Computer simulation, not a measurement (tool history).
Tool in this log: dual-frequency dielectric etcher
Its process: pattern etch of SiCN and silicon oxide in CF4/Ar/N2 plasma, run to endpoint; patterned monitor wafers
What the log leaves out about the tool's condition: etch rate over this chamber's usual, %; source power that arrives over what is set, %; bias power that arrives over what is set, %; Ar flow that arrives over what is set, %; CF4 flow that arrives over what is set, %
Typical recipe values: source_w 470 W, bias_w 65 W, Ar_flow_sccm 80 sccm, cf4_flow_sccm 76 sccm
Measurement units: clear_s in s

run	hour	source_w	bias_w	Ar_flow_sccm	cf4_flow_sccm	wafers since the last listed run	hours since the last wet clean	hours since the last source power generator calibration	hours since the last bias power generator calibration	hours since the last Ar flow controller change	hours since the last CF4 flow controller change	hours since the last upper electrode change	incoming incoming film thickness, nm	clear_s
1	0	470	65	80	83	0	345.5	4523.4	2120.4	1716.9	1917.7	4730.7	13.37	14
2	13.5	470	65	80	76	135	359	4536.9	2133.9	1730.4	1931.2	4744.2	13.59	14.3
3	27.5	470	65	80	76	140	373	4550.9	2147.9	1744.4	1945.2	4758.2	13.52	14.4
4	37.2	470	65	80	76	97	382.7	4560.6	2157.6	1754.1	1954.9	4767.9	13.59	14.3
5	47	470	65	80	76	98	392.5	4570.4	2167.4	1763.9	1964.7	4777.7	13.4	14.3
6	61.3	470	65	80	76	143	406.8	4584.7	2181.7	1778.2	1979	4792	13.4	14.2
7	78.7	470	65	80	76	174	424.2	4602.1	2199.1	1795.6	1996.4	4809.4	13.39	14.2
8	91.1	470	65	80	76	124	436.6	4614.5	2211.5	1808	2008.8	4821.8	13.64	14.5
9	104.3	470	65	80	83	132	449.8	4627.7	2224.7	1821.2	2022	4835	13.35	14
10	114.2	470	65	80	76	99	459.7	4637.6	2234.6	1831.1	2031.9	4844.9	13.47	14.1
11	129.9	470	65	63	76	157	475.4	4653.3	2250.3	1846.8	2047.6	4860.6	13.51	14
# hour 141.4: Ar flow controller replaced
12	141.9	430	65	80	90	60	487.4	4665.3	2262.3	0.5	2059.6	4872.6	13.39	14.8
# hour 168.5: wet clean of the chamber
# hour 170.1: bias power generator calibrated
# hour 173.1: upper electrode replaced, of another model than before
# hour 175.3: source power generator calibrated
13	175.8	470	55	80	61	30	7.3	0.5	5.7	34.4	2093.5	2.7	13.49	17.3
14	176.2	400	78	80	84	4	7.7	0.9	6.1	34.8	2093.9	3.1	13.44	17
15	176.5	560	65	69	76	3	8	1.2	6.4	35.1	2094.2	3.4	13.58	11
16	185.4	470	65	80	76	89	16.9	10.1	15.3	44	2103.1	12.3	13.35	14.5
# hour 200.3: CF4 flow controller replaced
17	200.8	470	80	61	64	94	32.3	25.5	30.7	59.4	0.5	27.7	13.62	13.1
18	212.2	470	71	80	76	114	43.7	36.9	42.1	70.8	11.9	39.1	13.39	13.8
19	225.7	570	79	97	76	135	57.2	50.4	55.6	84.3	25.4	52.6	13.53	10
20	261.2	470	58	97	76	357	92.7	85.9	91.1	119.8	60.9	88.1	13.53	16.2
21	272.1	470	65	80	76	109	103.6	96.8	102	130.7	71.8	99	13.46	14.6
22	287.5	580	72	70	69	154	119	112.2	117.4	146.1	87.2	114.4	13.43	9.8
23	308.6	470	65	80	76	212	140.1	133.3	138.5	167.2	108.3	135.5	13.71	15
24	325.1	470	65	80	76	165	156.6	149.8	155	183.7	124.8	152	13.54	14.6

Hidden state at the last listed run before each entry between runs and at the first one after, where it differs:
From run 11 to run 12: Ar flow controller replaced (hour 141.4)
  etch rate over this chamber's usual, %: 3.73 -> 3.84
  what was measured, less what the result would be without the hidden state, clear_s: -0.5 -> -0.6 s
From run 12 to run 13: wet clean of the chamber (hour 168.5); bias power generator calibrated (hour 170.1); upper electrode replaced, of another model than before (hour 173.1); source power generator calibrated (hour 175.3)
  etch rate over this chamber's usual, %: 3.84 -> 0.494
  what was measured, less what the result would be without the hidden state, clear_s: -0.6 -> -0.1 s
From run 16 to run 17: CF4 flow controller replaced (hour 200.3)
  etch rate over this chamber's usual, %: 0.585 -> 0.732
  what was measured, less what the result would be without the hidden state, clear_s: -0.1 -> -0.1 s
